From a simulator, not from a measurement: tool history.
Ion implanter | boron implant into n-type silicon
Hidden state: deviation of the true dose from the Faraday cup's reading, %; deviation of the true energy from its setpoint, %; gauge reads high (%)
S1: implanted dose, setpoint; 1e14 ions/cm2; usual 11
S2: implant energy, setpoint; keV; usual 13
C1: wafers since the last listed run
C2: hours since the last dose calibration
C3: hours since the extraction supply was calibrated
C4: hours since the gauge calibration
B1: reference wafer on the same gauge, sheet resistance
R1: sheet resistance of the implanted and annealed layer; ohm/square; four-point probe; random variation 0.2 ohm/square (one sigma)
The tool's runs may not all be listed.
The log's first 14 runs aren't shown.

run,hour,S1,S2,C1,C2,C3,C4,B1,R1
# hour 998.8: Faraday cup replaced and dose calibrated
15,1044.2,11,12,1973,45.4,243.3,1363.9,129.92,119.9
16,1112.5,11,13,2496,113.7,311.6,1432.2,130.12,117.88
# hour 1143.6: gauge calibrated
17,1166.5,11,13,1973,167.7,365.6,22.9,130.02,118.02
18,1242.9,13.83,11.5,2792,244.1,442,99.3,130.01,107.64
19,1312.2,11,13,2532,313.4,511.3,168.6,130.09,117.77
20,1382,11,13,2551,383.2,581.1,238.4,129.99,117.34
21,1489.1,11,13,3914,490.3,688.2,345.5,129.95,117.54
22,1587.4,7.84,17,3592,588.6,786.5,443.8,130.01,145.72
23,1633.2,14.14,14.5,1673,634.4,832.3,489.6,130.06,98.78
24,1707.8,11,8.5,2726,709,906.9,564.2,130.05,130.78
25,1784.8,11,13,2814,786,983.9,641.2,130,116.96
26,1889.1,11,13,3812,890.3,1088.2,745.5,129.92,116.93
27,1938.1,8.62,10.5,1790,939.3,1137.2,794.5,129.93,143.64
# hour 1967.6: Faraday cup replaced and dose calibrated
28,1988.1,8.67,9.5,1535,20.5,1187.2,844.5,130.02,148.59
29,2027.7,8.97,11.5,1447,60.1,1226.8,884.1,129.89,140.08
30,2066.7,8.27,13,1425,99.1,1265.8,923.1,130,145.91
31,2114.6,7.71,14.5,1750,147,1313.7,971,130.05,152.77
32,2196.5,13.07,11.5,2993,228.9,1395.6,1052.9,130.08,111.26
33,2245.7,11,13,1798,278.1,1444.8,1102.1,130.05,118.96
34,2290.6,13.46,8.5,1641,323,1489.7,1147,129.9,121.38
35,2397,11,13,3888,429.4,1596.1,1253.4,130.06,118.37
36,2479.5,13.5,16.5,3015,511.9,1678.6,1335.9,130.02,98.74
37,2557.9,9.5,15,2865,590.3,1757,1414.3,130.01,128.19

Forecast each of these 4 alternatives for the next run:
A,2558.3,9.66,13,14,590.7,1757.4,1414.7,?,?
B,2558.3,11,17.5,14,590.7,1757.4,1414.7,?,?
C,2558.3,12,13,14,590.7,1757.4,1414.7,?,?
D,2558.3,9.48,11,14,590.7,1757.4,1414.7,?,?

run,B1,R1
A,129.9,129.19
B,129.9,112.15
C,129.9,112.19
D,129.9,134.87
Without the tool's hidden state the same runs would have given:
run,R1
A,129.46
B,112.5
C,111.91
D,134.94
